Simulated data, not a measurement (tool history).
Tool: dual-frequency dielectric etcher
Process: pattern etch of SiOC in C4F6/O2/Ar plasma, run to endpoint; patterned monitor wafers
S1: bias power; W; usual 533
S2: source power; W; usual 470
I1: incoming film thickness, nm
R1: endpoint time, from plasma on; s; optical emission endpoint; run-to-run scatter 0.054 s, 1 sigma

run 1 hour=0.0 | S1=533 S2=470 | I1=27.52 | R1=8.7
run 2 hour=27.8 | S1=533 S2=470 | I1=27.70 | R1=8.7
run 3 hour=85.1 | S1=533 S2=470 | I1=27.93 | R1=8.7
run 4 hour=149.4 | S1=533 S2=520 | I1=28.08 | R1=8.4
run 5 hour=190.6 | S1=533 S2=470 | I1=27.99 | R1=8.8
run 6 hour=247.3 | S1=533 S2=470 | I1=27.87 | R1=8.7
-- hour=325.5 upper electrode replaced
run 7 hour=326.0 | S1=533 S2=470 | I1=27.73 | R1=8.8
run 8 hour=353.8 | S1=429 S2=470 | I1=28.16 | R1=10.1
run 9 hour=421.5 | S1=533 S2=470 | I1=28.11 | R1=8.9
run 10 hour=463.1 | S1=533 S2=470 | I1=28.12 | R1=8.9
-- hour=480.8 source power generator calibrated
run 11 hour=516.7 | S1=533 S2=470 | I1=27.98 | R1=8.9
run 12 hour=547.7 | S1=533 S2=470 | I1=27.70 | R1=8.9
-- hour=594.0 wet clean of the chamber
run 13 hour=601.1 | S1=597 S2=390 | I1=27.91 | R1=9.0

Run 14, settings as shown, results not yet in. Your forecast:
-- hour=646.8 bias power generator calibrated
run 14 hour=660.0 | S1=616 S2=570 | I1=28.01 | R1=?

R1: 7.3 s
Minus the tool's unlogged condition, the same run would have read R1 7.3 s.
